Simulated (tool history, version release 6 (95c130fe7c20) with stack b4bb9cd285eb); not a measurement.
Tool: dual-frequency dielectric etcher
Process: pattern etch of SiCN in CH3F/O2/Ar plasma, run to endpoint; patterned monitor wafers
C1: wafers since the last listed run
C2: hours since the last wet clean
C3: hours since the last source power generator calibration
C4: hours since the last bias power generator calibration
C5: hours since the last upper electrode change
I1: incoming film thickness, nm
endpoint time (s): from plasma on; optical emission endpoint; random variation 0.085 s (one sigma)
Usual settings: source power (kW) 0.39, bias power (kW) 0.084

run 1 day=0 | source_power_(kW)=0.39 bias_power_(kW)=0.084 | C1=0 C2=344.4 C3=4332.7 C4=1563 C5=3762.9 | I1=7.06 | endpoint_time_(s)=16.5
run 2 day=0.646 | source_power_(kW)=0.39 bias_power_(kW)=0.084 | C1=243 C2=359.9 C3=4348.2 C4=1578.5 C5=3778.4 | I1=7.06 | endpoint_time_(s)=16.4
run 3 day=1.425 | source_power_(kW)=0.39 bias_power_(kW)=0.084 | C1=293 C2=378.6 C3=4366.9 C4=1597.2 C5=3797.1 | I1=7.13 | endpoint_time_(s)=16.8
run 4 day=2.896 | source_power_(kW)=0.39 bias_power_(kW)=0.084 | C1=554 C2=413.9 C3=4402.2 C4=1632.5 C5=3832.4 | I1=7.12 | endpoint_time_(s)=16.7
run 5 day=4.046 | source_power_(kW)=0.39 bias_power_(kW)=0.084 | C1=433 C2=441.5 C3=4429.8 C4=1660.1 C5=3860 | I1=7.03 | endpoint_time_(s)=16.6
run 6 day=4.608 | source_power_(kW)=0.44 bias_power_(kW)=0.09 | C1=212 C2=455 C3=4443.3 C4=1673.6 C5=3873.5 | I1=7.09 | endpoint_time_(s)=15.7
run 7 day=5.521 | source_power_(kW)=0.44 bias_power_(kW)=0.09 | C1=344 C2=476.9 C3=4465.2 C4=1695.5 C5=3895.4 | I1=7.25 | endpoint_time_(s)=16
-- day=6.779 wet clean of the chamber
-- day=7.004 upper electrode replaced
run 8 day=7.025 | source_power_(kW)=0.44 bias_power_(kW)=0.084 | C1=105 C2=5.9 C3=4501.3 C4=1731.6 C5=0.5 | I1=7.15 | endpoint_time_(s)=16.5
-- day=7.425 bias power generator calibrated
-- day=9.262 wet clean of the chamber, repeated, since the last time left the tool worse
run 9 day=9.283 | source_power_(kW)=0.44 bias_power_(kW)=0.105 | C1=411 C2=0.5 C3=4555.5 C4=44.6 C5=54.7 | I1=7.09 | endpoint_time_(s)=14.5
run 10 day=9.471 | source_power_(kW)=0.43 bias_power_(kW)=0.099 | C1=70 C2=5 C3=4560 C4=49.1 C5=59.2 | I1=7.07 | endpoint_time_(s)=14.9
-- day=9.992 source power generator calibrated
run 11 day=10.529 | source_power_(kW)=0.39 bias_power_(kW)=0.084 | C1=336 C2=30.4 C3=12.9 C4=74.5 C5=84.6 | I1=7.03 | endpoint_time_(s)=16.2
run 12 day=11.292 | source_power_(kW)=0.36 bias_power_(kW)=0.073 | C1=287 C2=48.7 C3=31.2 C4=92.8 C5=102.9 | I1=7.1 | endpoint_time_(s)=17.6
run 13 day=12.425 | source_power_(kW)=0.3 bias_power_(kW)=0.092 | C1=427 C2=75.9 C3=58.4 C4=120 C5=130.1 | I1=7.03 | endpoint_time_(s)=17.1
run 14 day=13 | source_power_(kW)=0.39 bias_power_(kW)=0.066 | C1=216 C2=89.7 C3=72.2 C4=133.8 C5=143.9 | I1=7.12 | endpoint_time_(s)=17.5
run 15 day=14.45 | source_power_(kW)=0.39 bias_power_(kW)=0.084 | C1=546 C2=124.5 C3=107 C4=168.6 C5=178.7 | I1=7.13 | endpoint_time_(s)=16.6

Forecast each of these 5 alternatives for the next run:
run A day=14.467 | source_power_(kW)=0.43 bias_power_(kW)=0.084 | C1=6 C2=124.9 C3=107.4 C4=169 C5=179.1 | I1=7.04 | endpoint_time_(s)=?
run B day=14.467 | source_power_(kW)=0.45 bias_power_(kW)=0.084 | C1=6 C2=124.9 C3=107.4 C4=169 C5=179.1 | I1=7.04 | endpoint_time_(s)=?
run C day=14.467 | source_power_(kW)=0.44 bias_power_(kW)=0.069 | C1=6 C2=124.9 C3=107.4 C4=169 C5=179.1 | I1=7.04 | endpoint_time_(s)=?
run D day=14.467 | source_power_(kW)=0.3 bias_power_(kW)=0.084 | C1=6 C2=124.9 C3=107.4 C4=169 C5=179.1 | I1=7.04 | endpoint_time_(s)=?
run E day=14.467 | source_power_(kW)=0.47 bias_power_(kW)=0.084 | C1=6 C2=124.9 C3=107.4 C4=169 C5=179.1 | I1=7.04 | endpoint_time_(s)=?

run=A endpoint_time_(s)=15.8
run=B endpoint_time_(s)=15.6
run=C endpoint_time_(s)=16.6
run=D endpoint_time_(s)=17.9
run=E endpoint_time_(s)=15.3
Without the tool's hidden state the same runs would have given:
run=A endpoint_time_(s)=15.6
run=B endpoint_time_(s)=15.4
run=C endpoint_time_(s)=16.4
run=D endpoint_time_(s)=17.7
run=E endpoint_time_(s)=15.2
